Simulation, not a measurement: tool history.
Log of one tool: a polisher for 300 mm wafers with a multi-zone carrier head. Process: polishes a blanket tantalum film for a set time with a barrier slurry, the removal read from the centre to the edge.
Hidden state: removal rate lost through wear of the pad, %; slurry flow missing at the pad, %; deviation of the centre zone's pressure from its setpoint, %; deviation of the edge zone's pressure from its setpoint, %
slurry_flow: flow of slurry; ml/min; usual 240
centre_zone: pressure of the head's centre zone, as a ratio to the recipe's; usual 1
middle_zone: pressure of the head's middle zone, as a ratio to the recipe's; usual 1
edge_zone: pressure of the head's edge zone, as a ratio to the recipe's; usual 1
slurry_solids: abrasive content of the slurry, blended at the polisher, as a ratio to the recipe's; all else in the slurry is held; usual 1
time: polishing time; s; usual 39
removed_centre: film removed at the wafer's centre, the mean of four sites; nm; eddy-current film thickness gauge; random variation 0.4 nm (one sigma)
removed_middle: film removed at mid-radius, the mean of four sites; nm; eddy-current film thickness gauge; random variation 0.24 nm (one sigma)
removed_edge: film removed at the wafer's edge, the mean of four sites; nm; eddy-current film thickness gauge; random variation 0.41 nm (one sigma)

run,hour,slurry_flow,centre_zone,middle_zone,edge_zone,slurry_solids,time,wafers since the last listed run,wafers polished on this pad,hours since the slurry nozzle was cleaned,hours since the centre zone pressure was calibrated,hours since the edge zone pressure was calibrated,hours since the carrier head's membrane was replaced,"incoming thickness of the incoming film, nm",removed_centre,removed_middle,removed_edge
1,0,240,1,1,1,1,39,0,1298,520.6,649.5,1020.9,291.7,332.7,35.4,36,35.8
# hour 4.9: worn pad replaced by a new one
2,20.6,240,1,1,1,1,39,169,159,541.2,670.1,1041.5,312.3,330.9,34.9,35.7,36.1
3,48.3,240,1,1,1,1,39,282,441,568.9,697.8,1069.2,340,330.1,35.3,36.2,35.5
4,74.6,300,1,0.94,1,1,39,267,709,595.2,724.1,1095.5,366.3,325,36.4,35.2,37.4
5,93.9,240,1,1,1,1,39,196,906,614.5,743.4,1114.8,385.6,328.6,35,35.4,36.1
6,107.2,240,1,1,1,1,39,135,1041,627.8,756.7,1128.1,398.9,330,34.5,35.2,36.1
7,132.8,240,1,1,1,1,39,260,1302,653.4,782.3,1153.7,424.5,327.2,34.9,35.6,35
# hour 158.4: edge zone pressure recalibrated
8,163.5,240,1,0.89,1,1,39,292,1594,684.1,813,5.1,455.2,325.1,34.7,32.1,36.1
# hour 176.9: worn pad replaced by a new one
9,190.7,240,1,1,1,1,39,236,140,711.3,840.2,32.3,482.4,331.9,33.2,35,34.9
10,219.3,240,1,0.88,1,1,26,291,432,739.9,868.8,60.9,511,325.6,22.5,20.8,23.8
# hour 238.1: carrier head's membrane replaced by a new one
11,247.2,240,1.07,1,1,1,39,233,665,767.8,896.7,88.8,9.1,329.1,36.4,34.6,35.2
12,284.9,280,1,1,0.95,1,49,383,1049,805.5,934.4,126.5,46.8,328.8,42.8,43.9,44.6
# hour 288.9: centre zone pressure recalibrated
13,316,300,1,1,1,1,39,296,1345,836.6,27.1,157.6,77.9,330.8,34.1,35.4,35.9
# hour 322.9: worn pad replaced by a new one
# hour 330.3: slurry nozzle cleaned
14,335.7,240,1.1,1,1,1,39,149,119,5.4,46.8,177.3,97.6,329.8,39.5,37,37
15,356.4,240,1,1,1,1,44,210,330,26.1,67.5,198,118.3,331.4,40.3,41.6,41.3
16,377.9,240,1,1,1,1,39,218,549,47.6,89,219.5,139.8,328.6,36,36.7,37.1
17,391.6,240,1,1.12,1,1.25,39,139,689,61.3,102.7,233.2,153.5,326.6,39.3,43.8,40.3
18,410.1,240,0.95,1.09,1,1,39,188,877,79.8,121.2,251.7,172,324.4,34.4,39.4,36.8
19,442.8,240,1.07,1,1,1,39,333,1210,112.5,153.9,284.4,204.7,331.5,38.9,36.9,36.8
# hour 450.9: worn pad replaced by a new one
20,464.5,240,1.1,1,1.1,1,39,180,138,134.2,175.6,306.1,226.4,331.1,39.7,37.2,37.8
21,498.7,240,1.1,1,1.03,1,39,348,487,168.4,209.8,340.3,260.6,326.6,40.6,36.6,37.2

Forecast each of these 5 alternatives for the next run:
A,499.1,240,1,1,1,1.1,39,4,491,168.8,210.2,340.7,261,334.4,?,?,?
B,499.1,240,1,1,1,1,51,4,491,168.8,210.2,340.7,261,334.4,?,?,?
C,499.1,240,1,0.97,1.12,1,33,4,491,168.8,210.2,340.7,261,334.4,?,?,?
D,499.1,240,1.06,1,1,1,39,4,491,168.8,210.2,340.7,261,334.4,?,?,?
E,499.1,305,1,1,1,1,39,4,491,168.8,210.2,340.7,261,334.4,?,?,?

run,removed_centre,removed_middle,removed_edge
A,36.7,38.6,38.4
B,46.3,48.6,48.4
C,30,30.7,32.3
D,37.5,37.2,37
E,36.5,38.2,37.8
Without the tool's hidden state the same runs would have given:
run,removed_centre,removed_middle,removed_edge
A,36.9,38.7,38.5
B,46.5,48.8,48.5
C,30.1,30.8,32.4
D,37.6,37.3,37.1
E,36.6,38.3,37.9
